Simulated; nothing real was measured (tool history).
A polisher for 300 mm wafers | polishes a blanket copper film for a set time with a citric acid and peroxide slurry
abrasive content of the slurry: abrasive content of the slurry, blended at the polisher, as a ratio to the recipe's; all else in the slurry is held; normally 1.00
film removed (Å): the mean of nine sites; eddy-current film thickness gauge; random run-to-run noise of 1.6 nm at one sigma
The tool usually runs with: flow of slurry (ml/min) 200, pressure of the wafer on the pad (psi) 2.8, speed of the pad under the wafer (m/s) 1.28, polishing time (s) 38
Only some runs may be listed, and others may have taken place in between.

run    hour  flow of slurry (ml/min)  pressure of the wafer on the pad (psi)  speed of the pad under the wafer (m/s)  abrasive content of the slurry  polishing time (s)  wafers since the last listed run  wafers polished on this pad  hours since the slurry nozzle was cleaned  hours since the head pressure was calibrated  hours since the slurry blender was calibrated  incoming thickness of the incoming film, nm  film removed (Å)
  1     0.0                      200                                     2.8                                    1.28                            1.00                  38                                 0                         2292                                      655.0                                         966.4                                           55.4                                       1215.3              1142
       20.5  -- worn pad replaced by a new one
       63.6  -- slurry nozzle cleaned
  2    74.7                      200                                     2.8                                    1.28                            1.00                  38                               566                          432                                       11.1                                        1041.1                                          130.1                                       1245.5              1142
  3   169.3                      200                                     2.8                                    1.28                            1.00                  30                               768                         1200                                      105.7                                        1135.7                                          224.7                                       1229.8               871
      228.7  -- slurry blender recalibrated
  4   266.7                      200                                     2.8                                    1.28                            1.00                  38                               775                         1975                                      203.1                                        1233.1                                           38.0                                       1200.7              1158
  5   326.6                      200                                     2.8                                    1.28                            1.00                  38                               486                         2462                                      263.0                                        1293.0                                           97.9                                       1229.9              1110
      347.4  -- worn pad replaced by a new one
      509.3  -- head pressure recalibrated
  6   518.7                      200                                     2.8                                    1.60                            1.00                  38                              1512                         1375                                      455.1                                           9.4                                          290.0                                       1239.0              1244
      530.4  -- slurry blender recalibrated
  7   557.0                      200                                     2.8                                    1.28                            1.00                  38                               294                         1670                                      493.4                                          47.7                                           26.6                                       1221.5              1144
  8   643.3                      200                                     2.8                                    1.28                            1.00                  38                               701                         2371                                      579.7                                         134.0                                          112.9                                       1228.8              1137
  9   694.9                      200                                     2.8                                    1.28                            1.00                  38                               419                         2790                                      631.3                                         185.6                                          164.5                                       1235.0              1097
      723.5  -- worn pad replaced by a new one
      727.3  -- slurry nozzle cleaned
 10   749.4                      200                                     2.8                                    1.28                            1.00                  38                               402                          202                                       22.1                                         240.1                                          219.0                                       1215.7              1066
 11   792.1                      200                                     2.8                                    1.28                            1.00                  38                               346                          549                                       64.8                                         282.8                                          261.7                                       1235.5              1037
      827.1  -- slurry blender recalibrated
 12   859.9                      220                                     3.7                                    1.00                            1.25                  38                               534                         1084                                      132.6                                         350.6                                           32.8                                       1218.7              1286
 13   900.7                      265                                     2.8                                    1.28                            1.00                  38                               331                         1415                                      173.4                                         391.4                                           73.6                                       1240.4              1180
 14   998.5                      200                                     2.8                                    1.28                            1.00                  32                               794                         2210                                      271.2                                         489.2                                          171.4                                       1215.0               923
 15  1043.4                      220                                     2.4                                    1.28                            1.00                  49                               364                         2574                                      316.1                                         534.1                                          216.3                                       1232.9              1204
     1083.5  -- worn pad replaced by a new one
 16  1093.1                      165                                     2.8                                    1.72                            0.85                  30                               371                           78                                      365.8                                         583.8                                          266.0                                       1215.5              1002
     1192.2  -- slurry blender recalibrated
 17  1192.7                      200                                     2.8                                    1.28                            1.00                  38                               793                          871                                      465.4                                         683.4                                            0.5                                       1235.1              1169

Run 18, settings as shown, results not yet in. Your forecast:
 18  1287.1                      260                                     2.8                                    1.28                            1.25                  38                               767                         1638                                      559.8                                         777.8                                           94.9                                       1250.2                 ?

Run 18 gave film removed (Å) 1255.
Were there no unlogged condition in the tool, this run, its random variation unchanged, would have produced film removed (Å) 1309.

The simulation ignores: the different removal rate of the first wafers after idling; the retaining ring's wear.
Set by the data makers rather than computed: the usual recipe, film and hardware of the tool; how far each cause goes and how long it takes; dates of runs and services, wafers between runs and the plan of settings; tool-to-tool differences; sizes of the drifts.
